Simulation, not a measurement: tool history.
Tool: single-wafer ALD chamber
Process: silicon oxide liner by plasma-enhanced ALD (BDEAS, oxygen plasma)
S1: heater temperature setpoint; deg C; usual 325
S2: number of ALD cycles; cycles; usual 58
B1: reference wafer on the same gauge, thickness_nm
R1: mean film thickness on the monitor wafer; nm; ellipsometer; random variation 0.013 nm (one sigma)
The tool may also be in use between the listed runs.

Run 1, day 0: usual settings; B1 4.34. Result: R1 5.321 nm.
Run 2, day 0.829: usual settings; B1 4.339. Result: R1 5.313 nm.
Run 3, day 1.738: usual settings; B1 4.337. Result: R1 5.282 nm.
Run 4, day 3.85: usual settings; B1 4.341. Result: R1 5.3 nm.
Run 5, day 4.688: usual settings; B1 4.341. Result: R1 5.282 nm.
Run 6, day 5.875: usual settings; B1 4.341. Result: R1 5.285 nm.
Run 7, day 6.879: usual settings but S1 334 deg C; B1 4.341. Result: R1 5.239 nm.
Run 8, day 7.729: usual settings but S1 334 deg C; B1 4.342. Result: R1 5.236 nm.
Run 9, day 11.046: usual settings but S1 334 deg C; B1 4.341. Result: R1 5.242 nm.
At day 11.45: gauge calibrated.
Run 10, day 12.492: usual settings; B1 4.343. Result: R1 5.292 nm.
Run 11, day 13.967: usual settings; B1 4.337. Result: R1 5.311 nm.
Run 12, day 14.896: usual settings but S1 315 deg C, S2 49 cycles; B1 4.338. Result: R1 4.532 nm.
At day 15.946: thermocouple changed; heater temperature recalibrated.
Run 13, day 16.083: usual settings but S1 333 deg C, S2 67 cycles; B1 4.34. Result: R1 6.023 nm.
Run 14, day 17.296: usual settings; B1 4.339. Result: R1 5.325 nm.
Run 15, day 18.775: usual settings but S2 67 cycles; B1 4.343. Result: R1 6.089 nm.
Run 16, day 20.054: usual settings but S1 340 deg C, S2 66 cycles; B1 4.341. Result: R1 5.933 nm.
Run 17, day 20.696: usual settings but S1 337 deg C, S2 49 cycles; B1 4.344. Result: R1 4.408 nm.
Run 18, day 21.342: usual settings but S1 316 deg C, S2 50 cycles; B1 4.341. Result: R1 4.623 nm.
Run 19, day 22.388: usual settings; B1 4.339. Result: R1 5.3 nm.
Run 20, day 23.15: usual settings; B1 4.341. Result: R1 5.291 nm.
Run 21, day 23.908: usual settings but S1 339 deg C, S2 53 cycles; B1 4.341. Result: R1 4.767 nm.
Run 22, day 24.604: usual settings but S1 340 deg C, S2 68 cycles; B1 4.341. Result: R1 6.054 nm.

5 ways to go on from here, each from the tool as it stands after run 22. What would each give?
Run A, day 24.625: usual settings; B1 ?. Result: R1 ?.
Run B, day 24.625: usual settings but S1 320 deg C, S2 69 cycles; B1 ?. Result: R1 ?.
Run C, day 24.625: usual settings but S2 62 cycles; B1 ?. Result: R1 ?.
Run D, day 24.625: usual settings but S2 61 cycles; B1 ?. Result: R1 ?.
Run E, day 24.625: usual settings but S1 331 deg C, S2 62 cycles; B1 ?. Result: R1 ?.

run     B1     R1
  A  4.339  5.305
  B  4.339  6.351
  C  4.339  5.671
  D  4.339   5.58
  E  4.339  5.628
Without the tool's hidden state the same runs would have given:
run     R1
  A  5.305
  B  6.351
  C  5.671
  D   5.58
  E  5.628

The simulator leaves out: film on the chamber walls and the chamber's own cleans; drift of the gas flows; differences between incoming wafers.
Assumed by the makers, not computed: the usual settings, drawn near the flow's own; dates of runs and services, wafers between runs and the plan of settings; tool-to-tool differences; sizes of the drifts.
